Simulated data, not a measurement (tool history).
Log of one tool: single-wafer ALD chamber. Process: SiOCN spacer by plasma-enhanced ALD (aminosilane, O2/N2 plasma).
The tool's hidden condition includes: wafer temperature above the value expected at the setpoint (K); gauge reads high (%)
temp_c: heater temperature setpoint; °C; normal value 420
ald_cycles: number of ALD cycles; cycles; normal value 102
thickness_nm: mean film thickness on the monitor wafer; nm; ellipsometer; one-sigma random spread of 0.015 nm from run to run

run	day	temp_c	ald_cycles	wafers since the last listed run	hours since the last thermocouple change	hours since the gauge calibration	read-back reference wafer on the same gauge, thickness_nm	thickness_nm
1	0	415	102	0	1685.1	935.2	6.728	5.851
2	1.362	415	102	122	1717.8	967.9	6.731	5.829
3	2.225	415	102	77	1738.5	988.6	6.733	5.846
4	3.588	420	102	122	1771.2	1021.3	6.726	5.761
5	4.342	420	87	67	1789.3	1039.4	6.726	4.917
6	5.042	420	87	63	1806.1	1056.2	6.724	4.914
7	5.942	428	102	81	1827.7	1077.8	6.733	5.638
8	7.362	420	102	127	1861.8	1111.9	6.73	5.767
9	8.771	420	102	126	1895.6	1145.7	6.718	5.776
10	12.954	420	102	376	1996	1246.1	6.719	5.754
11	14.129	414	112	105	2024.2	1274.3	6.726	6.397
12	14.838	414	112	63	2041.2	1291.3	6.719	6.456
13	16.317	414	112	133	2076.7	1326.8	6.722	6.422
14	17.1	427	102	70	2095.5	1345.6	6.718	5.632
15	18.6	427	102	135	2131.5	1381.6	6.722	5.637
16	19.462	420	102	77	2152.2	1402.3	6.721	5.755
# day 20.471: gauge calibrated
17	20.646	420	102	106	2180.6	4.2	6.944	5.95
18	21.85	420	102	108	2209.5	33.1	6.938	5.969
19	22.983	420	102	102	2236.7	60.3	6.918	5.915
20	26.867	412	88	349	2329.9	153.5	6.88	5.212
21	27.612	420	102	67	2347.8	171.4	6.875	5.893
22	28.542	435	96	83	2370.1	193.7	6.868	5.319
23	29.325	420	102	70	2388.9	212.5	6.867	5.874
24	30.05	435	114	65	2406.3	229.9	6.855	6.26
25	30.883	415	84	75	2426.3	249.9	6.853	4.888
26	32.296	420	102	127	2460.2	283.8	6.842	5.885
27	33.717	428	102	127	2494.3	317.9	6.834	5.712
28	36.621	415	83	261	2564	387.6	6.816	4.822
29	37.571	420	121	85	2586.8	410.4	6.819	6.897
# day 38.792: thermocouple changed; heater temperature recalibrated
30	38.871	420	102	87	1.9	441.6	6.813	5.821
31	39.712	411	108	75	22.1	461.8	6.808	6.34
32	40.371	413	109	59	37.9	477.6	6.8	6.34
33	41.7	408	114	119	69.8	509.5	6.802	6.744
34	42.475	406	121	69	88.4	528.1	6.792	7.151
35	43.575	414	114	99	114.8	554.5	6.799	6.609
36	44.558	412	87	88	138.4	578.1	6.788	5.102
37	45.262	406	114	63	155.3	595	6.789	6.754
38	46.425	429	95	104	183.2	622.9	6.789	5.276
39	47.071	425	88	58	198.7	638.4	6.777	4.961
40	48.146	407	89	96	224.5	664.2	6.784	5.251
41	49.379	412	82	111	254.1	693.8	6.777	4.749

Hidden state at the last listed run before each entry between runs and at the first one after, where it differs:
Between runs 16 and 17: gauge calibrated (day 20.471)
  gauge reads high (%): -3.19 -> 0.0764
  measured result minus the result with no hidden state, thickness_nm: -0.19 -> +0.005 nm
Between runs 29 and 30: thermocouple changed; heater temperature recalibrated (day 38.792)
  gauge reads high (%): -1.77 -> -1.85
  measured result minus the result with no hidden state, thickness_nm: -0.124 -> -0.109 nm
